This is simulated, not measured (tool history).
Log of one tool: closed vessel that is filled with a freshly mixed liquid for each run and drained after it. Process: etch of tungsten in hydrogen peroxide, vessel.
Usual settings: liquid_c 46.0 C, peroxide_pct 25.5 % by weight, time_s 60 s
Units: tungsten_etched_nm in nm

run,day,liquid_c,peroxide_pct,time_s,"read-back film thickness of the tungsten reference wafer, read on the same gauge (nm)",tungsten_etched_nm
1,0.000,46.0,25.5,45,39.97,58.17
2,0.650,46.0,25.5,45,39.98,57.64
3,1.279,46.0,25.5,60,40.00,76.64
4,1.921,46.0,25.5,60,40.02,75.84
5,2.396,46.0,25.5,60,39.99,76.18
6,2.683,42.5,25.5,60,40.01,61.19
7,3.346,42.5,25.5,60,40.02,60.97
8,3.767,46.0,25.5,60,40.00,75.73
9,4.196,46.0,25.5,85,40.00,106.74
10,5.642,46.0,25.5,85,40.03,107.58
# day 5.783: thermometer replaced
11,7.288,46.0,29.0,60,40.00,91.94
12,7.804,46.0,29.0,60,40.02,91.64
# day 8.450: gauge calibrated
13,8.462,46.0,29.0,60,39.99,91.53
14,8.746,46.0,25.5,60,40.01,85.86
# day 9.042: new drum of peroxide connected
15,9.062,46.0,25.5,60,39.98,88.30
# day 9.312: peroxide flow meter replaced
16,9.458,46.0,19.0,80,39.98,102.57
17,9.946,46.0,25.5,60,39.98,88.50
18,10.596,46.0,25.5,60,39.96,88.08
19,10.858,46.0,25.5,70,39.99,102.73
20,11.575,46.0,25.5,60,39.98,88.57
21,11.912,46.0,25.5,60,39.99,88.09
22,12.204,51.0,25.5,70,40.00,139.63
23,12.888,46.0,19.0,85,39.99,108.02
24,14.662,37.5,25.5,60,40.00,50.13
25,15.308,46.0,25.5,60,39.99,87.52
26,15.604,46.0,25.5,60,39.99,87.25
27,16.238,37.0,25.5,60,39.99,48.61
28,16.912,56.0,23.5,80,39.99,203.02
29,17.458,46.0,25.5,75,40.01,108.27
30,17.983,56.0,30.0,35,40.00,100.87
31,18.488,37.0,18.5,75,39.98,51.63

What the log doesn't show, run by run:
peroxide flow above the setpoint (%): 0 in every run
gauge reads high (%): 0 in every run
H1: liquid colder than its thermometer reads (K)
H2: peroxide weaker than its label (%)
run,H1,H2
1,2.16,5.59
2,2.18,5.73
3,2.2,5.86
4,2.22,6
5,2.23,6.11
6,2.24,6.17
7,2.26,6.31
8,2.27,6.4
9,2.29,6.5
10,2.33,6.81
11,0.247,7.17
12,0.262,7.28
13,0.283,7.42
14,0.291,7.48
15,0.301,0.459
16,0.313,0.545
17,0.328,0.651
18,0.348,0.792
19,0.356,0.849
20,0.378,1
21,0.389,1.08
22,0.398,1.14
23,0.419,1.29
24,0.473,1.67
25,0.493,1.81
26,0.502,1.88
27,0.522,2.02
28,0.542,2.16
29,0.559,2.28
30,0.575,2.4
31,0.591,2.5
